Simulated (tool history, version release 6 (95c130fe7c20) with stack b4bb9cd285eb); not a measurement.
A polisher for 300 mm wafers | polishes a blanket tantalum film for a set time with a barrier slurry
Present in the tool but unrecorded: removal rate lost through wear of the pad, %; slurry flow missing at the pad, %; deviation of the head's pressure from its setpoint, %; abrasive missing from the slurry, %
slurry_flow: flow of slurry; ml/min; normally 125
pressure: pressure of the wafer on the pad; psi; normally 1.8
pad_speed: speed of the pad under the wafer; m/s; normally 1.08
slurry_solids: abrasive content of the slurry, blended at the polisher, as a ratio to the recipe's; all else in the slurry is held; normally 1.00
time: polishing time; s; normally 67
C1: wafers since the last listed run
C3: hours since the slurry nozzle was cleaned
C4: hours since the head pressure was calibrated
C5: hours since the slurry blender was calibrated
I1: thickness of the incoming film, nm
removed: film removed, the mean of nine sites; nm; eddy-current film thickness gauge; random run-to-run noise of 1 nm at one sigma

run 1 day=0.000 | slurry_flow=90 pressure=1.8 pad_speed=1.08 slurry_solids=1.00 time=67 | C1=0 wafers_polished_on_this_pad=1036 C3=444.5 C4=710.3 C5=22.3 | I1=399.4 | removed=85.7
-- day=1.204 worn pad replaced by a new one
run 2 day=1.288 | slurry_flow=90 pressure=1.8 pad_speed=1.08 slurry_solids=1.00 time=67 | C1=234 wafers_polished_on_this_pad=17 C3=475.4 C4=741.2 C5=53.2 | I1=401.7 | removed=85.3
run 3 day=2.208 | slurry_flow=125 pressure=1.8 pad_speed=1.08 slurry_solids=1.00 time=67 | C1=192 wafers_polished_on_this_pad=209 C3=497.5 C4=763.3 C5=75.3 | I1=400.4 | removed=92.3
run 4 day=3.388 | slurry_flow=125 pressure=1.8 pad_speed=1.08 slurry_solids=0.85 time=67 | C1=246 wafers_polished_on_this_pad=456 C3=525.8 C4=791.6 C5=103.6 | I1=400.5 | removed=83.4
run 5 day=4.308 | slurry_flow=125 pressure=1.8 pad_speed=1.08 slurry_solids=0.85 time=67 | C1=192 wafers_polished_on_this_pad=648 C3=547.9 C4=813.7 C5=125.7 | I1=397.4 | removed=82.3
run 6 day=4.883 | slurry_flow=125 pressure=1.8 pad_speed=1.08 slurry_solids=1.00 time=67 | C1=120 wafers_polished_on_this_pad=768 C3=561.7 C4=827.5 C5=139.5 | I1=396.0 | removed=86.6
run 7 day=6.067 | slurry_flow=125 pressure=1.8 pad_speed=1.08 slurry_solids=1.00 time=67 | C1=247 wafers_polished_on_this_pad=1016 C3=590.1 C4=855.9 C5=167.9 | I1=393.5 | removed=84.8
run 8 day=6.825 | slurry_flow=125 pressure=1.8 pad_speed=1.08 slurry_solids=1.00 time=67 | C1=158 wafers_polished_on_this_pad=1174 C3=608.3 C4=874.1 C5=186.1 | I1=399.5 | removed=84.7
-- day=8.067 worn pad replaced by a new one
run 9 day=8.204 | slurry_flow=125 pressure=1.8 pad_speed=1.08 slurry_solids=1.00 time=58 | C1=253 wafers_polished_on_this_pad=28 C3=641.4 C4=907.2 C5=219.2 | I1=407.2 | removed=71.3
run 10 day=9.050 | slurry_flow=125 pressure=1.8 pad_speed=1.08 slurry_solids=1.00 time=58 | C1=176 wafers_polished_on_this_pad=205 C3=661.7 C4=927.5 C5=239.5 | I1=400.6 | removed=69.4
run 11 day=9.858 | slurry_flow=125 pressure=1.8 pad_speed=1.08 slurry_solids=1.00 time=67 | C1=169 wafers_polished_on_this_pad=374 C3=681.1 C4=946.9 C5=258.9 | I1=403.2 | removed=80.4
run 12 day=10.446 | slurry_flow=125 pressure=1.8 pad_speed=1.08 slurry_solids=1.00 time=67 | C1=122 wafers_polished_on_this_pad=497 C3=695.2 C4=961.0 C5=273.0 | I1=407.6 | removed=80.1
-- day=10.962 slurry blender recalibrated
run 13 day=11.654 | slurry_flow=125 pressure=1.8 pad_speed=1.08 slurry_solids=1.00 time=67 | C1=235 wafers_polished_on_this_pad=732 C3=724.2 C4=990.0 C5=16.6 | I1=402.8 | removed=88.1
run 14 day=12.308 | slurry_flow=125 pressure=2.1 pad_speed=0.74 slurry_solids=1.25 time=67 | C1=136 wafers_polished_on_this_pad=869 C3=739.9 C4=1005.7 C5=32.3 | I1=400.2 | removed=74.8
run 15 day=13.104 | slurry_flow=125 pressure=2.1 pad_speed=0.74 slurry_solids=1.25 time=67 | C1=166 wafers_polished_on_this_pad=1036 C3=759.0 C4=1024.8 C5=51.4 | I1=394.4 | removed=73.1
-- day=13.646 worn pad replaced by a new one
run 16 day=14.296 | slurry_flow=125 pressure=1.8 pad_speed=1.08 slurry_solids=1.00 time=67 | C1=214 wafers_polished_on_this_pad=135 C3=787.6 C4=1053.4 C5=80.0 | I1=398.9 | removed=84.7
run 17 day=15.596 | slurry_flow=85 pressure=1.8 pad_speed=1.40 slurry_solids=1.00 time=55 | C1=271 wafers_polished_on_this_pad=407 C3=818.8 C4=1084.6 C5=111.2 | I1=396.9 | removed=84.9
run 18 day=16.129 | slurry_flow=105 pressure=1.6 pad_speed=1.08 slurry_solids=1.10 time=52 | C1=111 wafers_polished_on_this_pad=519 C3=831.6 C4=1097.4 C5=124.0 | I1=399.1 | removed=57.7
-- day=16.358 slurry nozzle cleaned
run 19 day=17.612 | slurry_flow=125 pressure=1.8 pad_speed=1.08 slurry_solids=1.00 time=67 | C1=301 wafers_polished_on_this_pad=820 C3=30.1 C4=1133.0 C5=159.6 | I1=398.0 | removed=89.3
-- day=17.829 head pressure recalibrated
run 20 day=18.788 | slurry_flow=125 pressure=1.8 pad_speed=0.72 slurry_solids=1.00 time=78 | C1=228 wafers_polished_on_this_pad=1048 C3=58.3 C4=23.0 C5=187.8 | I1=398.4 | removed=67.8
-- day=19.921 worn pad replaced by a new one
run 21 day=19.942 | slurry_flow=150 pressure=1.8 pad_speed=1.08 slurry_solids=0.85 time=67 | C1=206 wafers_polished_on_this_pad=4 C3=86.0 C4=50.7 C5=215.5 | I1=395.3 | removed=78.4
run 22 day=20.958 | slurry_flow=105 pressure=2.1 pad_speed=1.08 slurry_solids=1.25 time=77 | C1=212 wafers_polished_on_this_pad=217 C3=110.4 C4=75.1 C5=239.9 | I1=400.1 | removed=119.0
run 23 day=21.750 | slurry_flow=125 pressure=1.8 pad_speed=1.08 slurry_solids=1.00 time=67 | C1=165 wafers_polished_on_this_pad=382 C3=129.4 C4=94.1 C5=258.9 | I1=400.2 | removed=81.9
run 24 day=22.621 | slurry_flow=125 pressure=1.8 pad_speed=1.08 slurry_solids=1.00 time=67 | C1=182 wafers_polished_on_this_pad=564 C3=150.3 C4=115.0 C5=279.8 | I1=395.8 | removed=79.4
run 25 day=23.192 | slurry_flow=145 pressure=1.8 pad_speed=1.34 slurry_solids=1.30 time=67 | C1=119 wafers_polished_on_this_pad=683 C3=164.0 C4=128.7 C5=293.5 | I1=398.0 | removed=111.3
run 26 day=24.017 | slurry_flow=155 pressure=2.4 pad_speed=1.28 slurry_solids=1.00 time=84 | C1=172 wafers_polished_on_this_pad=856 C3=183.8 C4=148.5 C5=313.3 | I1=405.5 | removed=155.3
-- day=24.383 slurry blender recalibrated
run 27 day=24.633 | slurry_flow=125 pressure=1.8 pad_speed=1.08 slurry_solids=1.25 time=67 | C1=111 wafers_polished_on_this_pad=968 C3=198.6 C4=163.3 C5=6.0 | I1=402.7 | removed=97.8
run 28 day=25.288 | slurry_flow=125 pressure=1.6 pad_speed=0.86 slurry_solids=1.15 time=67 | C1=136 wafers_polished_on_this_pad=1104 C3=214.3 C4=179.0 C5=21.7 | I1=397.3 | removed=67.1
-- day=26.029 worn pad replaced by a new one
run 29 day=26.292 | slurry_flow=125 pressure=1.8 pad_speed=1.08 slurry_solids=1.00 time=67 | C1=175 wafers_polished_on_this_pad=55 C3=238.4 C4=203.1 C5=45.8 | I1=402.2 | removed=90.3

Predict each of these 5 candidate next runs independently; none follows another, all start after run 29:
run A day=26.308 | slurry_flow=100 pressure=1.8 pad_speed=1.08 slurry_solids=1.00 time=67 | C1=3 wafers_polished_on_this_pad=58 C3=238.8 C4=203.5 C5=46.2 | I1=399.3 | removed=?
run B day=26.308 | slurry_flow=125 pressure=1.8 pad_speed=1.08 slurry_solids=1.00 time=75 | C1=3 wafers_polished_on_this_pad=58 C3=238.8 C4=203.5 C5=46.2 | I1=399.3 | removed=?
run C day=26.308 | slurry_flow=125 pressure=1.8 pad_speed=1.08 slurry_solids=1.00 time=56 | C1=3 wafers_polished_on_this_pad=58 C3=238.8 C4=203.5 C5=46.2 | I1=399.3 | removed=?
run D day=26.308 | slurry_flow=125 pressure=1.8 pad_speed=0.76 slurry_solids=1.25 time=84 | C1=3 wafers_polished_on_this_pad=58 C3=238.8 C4=203.5 C5=46.2 | I1=399.3 | removed=?
run E day=26.308 | slurry_flow=125 pressure=2.1 pad_speed=0.78 slurry_solids=0.85 time=86 | C1=3 wafers_polished_on_this_pad=58 C3=238.8 C4=203.5 C5=46.2 | I1=399.3 | removed=?

run=A removed=87.2
run=B removed=100.9
run=C removed=75.3
run=D removed=85.8
run=E removed=90.8
Stripped of hidden state, with their random variation kept, the same runs would have yielded:
run=A removed=90.4
run=B removed=104.3
run=C removed=77.9
run=D removed=88.5
run=E removed=94.1
